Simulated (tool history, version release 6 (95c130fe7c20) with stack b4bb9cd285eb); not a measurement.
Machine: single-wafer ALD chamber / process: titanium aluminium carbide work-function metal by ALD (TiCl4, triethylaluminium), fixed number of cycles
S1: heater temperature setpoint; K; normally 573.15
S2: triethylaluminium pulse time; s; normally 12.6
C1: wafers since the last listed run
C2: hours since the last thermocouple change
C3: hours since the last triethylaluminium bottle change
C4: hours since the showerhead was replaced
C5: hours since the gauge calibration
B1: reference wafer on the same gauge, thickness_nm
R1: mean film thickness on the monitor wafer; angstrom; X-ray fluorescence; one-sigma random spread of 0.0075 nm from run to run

Run 1, day 0: usual settings; C1 0; C2 253; C3 376.8; C4 1776.7; C5 2050.2; B1 1.86. Result: R1 21.68 angstrom.
Run 2, day 1.321: usual settings; C1 380; C2 284.7; C3 408.5; C4 1808.4; C5 2081.9; B1 1.861. Result: R1 21.56 angstrom.
Run 3, day 2.438: usual settings; C1 322; C2 311.5; C3 435.3; C4 1835.2; C5 2108.7; B1 1.859. Result: R1 21.74 angstrom.
Run 4, day 9.717: usual settings; C1 2099; C2 486.2; C3 610; C4 2009.9; C5 2283.4; B1 1.86. Result: R1 21.37 angstrom.
Run 5, day 11.104: usual settings but S1 584.15 K, S2 10.48 s; C1 400; C2 519.5; C3 643.3; C4 2043.2; C5 2316.7; B1 1.86. Result: R1 21.04 angstrom.
Run 6, day 13.012: usual settings but S1 584.15 K, S2 10.48 s; C1 550; C2 565.3; C3 689.1; C4 2089; C5 2362.5; B1 1.86. Result: R1 21.02 angstrom.
Run 7, day 15.867: usual settings but S1 584.15 K, S2 10.48 s; C1 823; C2 633.8; C3 757.6; C4 2157.5; C5 2431; B1 1.859. Result: R1 20.81 angstrom.
Run 8, day 16.979: usual settings; C1 320; C2 660.5; C3 784.3; C4 2184.2; C5 2457.7; B1 1.86. Result: R1 21.17 angstrom.
Run 9, day 19.288: usual settings; C1 665; C2 715.9; C3 839.7; C4 2239.6; C5 2513.1; B1 1.859. Result: R1 21.14 angstrom.
Run 10, day 20.996: usual settings; C1 492; C2 756.9; C3 880.7; C4 2280.6; C5 2554.1; B1 1.858. Result: R1 21.03 angstrom.
Run 11, day 23.812: usual settings; C1 812; C2 824.5; C3 948.3; C4 2348.2; C5 2621.7; B1 1.861. Result: R1 21 angstrom.
Run 12, day 25.146: usual settings but S1 565.15 K, S2 11.19 s; C1 384; C2 856.5; C3 980.3; C4 2380.2; C5 2653.7; B1 1.86. Result: R1 19.38 angstrom.
Run 13, day 26.438: usual settings but S1 587.15 K, S2 15.94 s; C1 372; C2 887.5; C3 1011.3; C4 2411.2; C5 2684.7; B1 1.861. Result: R1 23 angstrom.
Run 14, day 27.588: usual settings but S2 10.05 s; C1 331; C2 915.1; C3 1038.9; C4 2438.8; C5 2712.3; B1 1.861. Result: R1 18.97 angstrom.
At day 29.104: thermocouple changed; heater temperature recalibrated.
At day 30.171: showerhead replaced.
At day 31.354: gauge calibrated.
Run 15, day 33.25: usual settings; C1 1440; C2 99.5; C3 1174.8; C4 73.9; C5 45.5; B1 1.858. Result: R1 21.15 angstrom.
Run 16, day 40.608: usual settings but S1 564.15 K, S2 7.76 s; C1 2122; C2 276.1; C3 1351.4; C4 250.5; C5 222.1; B1 1.86. Result: R1 12.97 angstrom.
Run 17, day 41.754: usual settings but S2 14.44 s; C1 330; C2 303.6; C3 1378.9; C4 278; C5 249.6; B1 1.86. Result: R1 21.54 angstrom.
At day 43.738: triethylaluminium bottle replaced.
Run 18, day 43.758: usual settings but S1 565.15 K, S2 7.71 s; C1 481; C2 351.7; C3 0.5; C4 326.1; C5 297.7; B1 1.861. Result: R1 16.25 angstrom.
Run 19, day 45.496: usual settings but S1 578.15 K; C1 501; C2 393.4; C3 42.2; C4 367.8; C5 339.4; B1 1.859. Result: R1 22.29 angstrom.
Run 20, day 46.504: usual settings but S1 581.15 K, S2 11.11 s; C1 290; C2 417.6; C3 66.4; C4 392; C5 363.6; B1 1.86. Result: R1 22.04 angstrom.
Run 21, day 48.471: usual settings but S2 17.29 s; C1 567; C2 464.8; C3 113.6; C4 439.2; C5 410.8; B1 1.859. Result: R1 22.21 angstrom.
Run 22, day 50.2: usual settings; C1 498; C2 506.3; C3 155.1; C4 480.7; C5 452.3; B1 1.86. Result: R1 21.73 angstrom.
Run 23, day 52.538: usual settings but S1 564.15 K, S2 7.76 s; C1 674; C2 562.4; C3 211.2; C4 536.8; C5 508.4; B1 1.86. Result: R1 15.99 angstrom.
Run 24, day 56.092: usual settings; C1 1025; C2 647.7; C3 296.5; C4 622.1; C5 593.7; B1 1.86. Result: R1 21.73 angstrom.
Run 25, day 58.112: usual settings but S1 577.15 K, S2 9.99 s; C1 582; C2 696.2; C3 345; C4 670.6; C5 642.2; B1 1.86. Result: R1 20.6 angstrom.
Run 26, day 59.688: usual settings but S2 8.63 s; C1 454; C2 734; C3 382.8; C4 708.4; C5 680; B1 1.86. Result: R1 18.21 angstrom.
Run 27, day 61.792: usual settings but S1 583.15 K, S2 10.48 s; C1 606; C2 784.5; C3 433.3; C4 758.9; C5 730.5; B1 1.861. Result: R1 21.47 angstrom.
Run 28, day 63.908: usual settings but S1 587.15 K, S2 8.04 s; C1 610; C2 835.3; C3 484.1; C4 809.7; C5 781.3; B1 1.86. Result: R1 17.66 angstrom.
Run 29, day 66.529: usual settings; C1 755; C2 898.2; C3 547; C4 872.6; C5 844.2; B1 1.859. Result: R1 21.45 angstrom.
Run 30, day 68.042: usual settings but S1 584.15 K, S2 10.48 s; C1 436; C2 934.5; C3 583.3; C4 908.9; C5 880.5; B1 1.859. Result: R1 21.19 angstrom.
Run 31, day 69.958: usual settings; C1 552; C2 980.5; C3 629.3; C4 954.9; C5 926.5; B1 1.86. Result: R1 21.35 angstrom.
At day 71.529: thermocouple changed; heater temperature recalibrated.
Run 32, day 72.338: usual settings; C1 590; C2 19.4; C3 686.4; C4 1012; C5 983.6; B1 1.86. Result: R1 21.56 angstrom.
Run 33, day 74.754: usual settings but S2 8.63 s; C1 697; C2 77.4; C3 744.4; C4 1070; C5 1041.6; B1 1.86. Result: R1 17.7 angstrom.

Pick out some run-to-run changes in R1. Of each, how much would a tool without hidden state show as well, from the settings, what came in and chance, and how much is left for the hidden state and any gauge scatter not in both results compared?
What the log doesn't record here: wafer temperature above the value expected at the setpoint (K); triethylaluminium dose above that of a fresh bottle (%); gauge reads high (%).
Run 13 -> 14: S1 587.15 -> 573.15, S2 15.94 -> 10.05. R1 -4.03 angstrom: hidden state -1.55, all else -2.48.
Run 15 -> 16: S1 573.15 -> 564.15, S2 12.6 -> 7.76. R1 -8.18 angstrom: hidden state -2.79, all else -5.39.
Run 16 -> 17: S1 564.15 -> 573.15, S2 7.76 -> 14.44. R1 +8.57 angstrom: hidden state +2.96, all else +5.61.
Run 18 -> 19: S1 565.15 -> 578.15, S2 7.71 -> 12.6. R1 +6.04 angstrom: hidden state +0.14, all else +5.9.
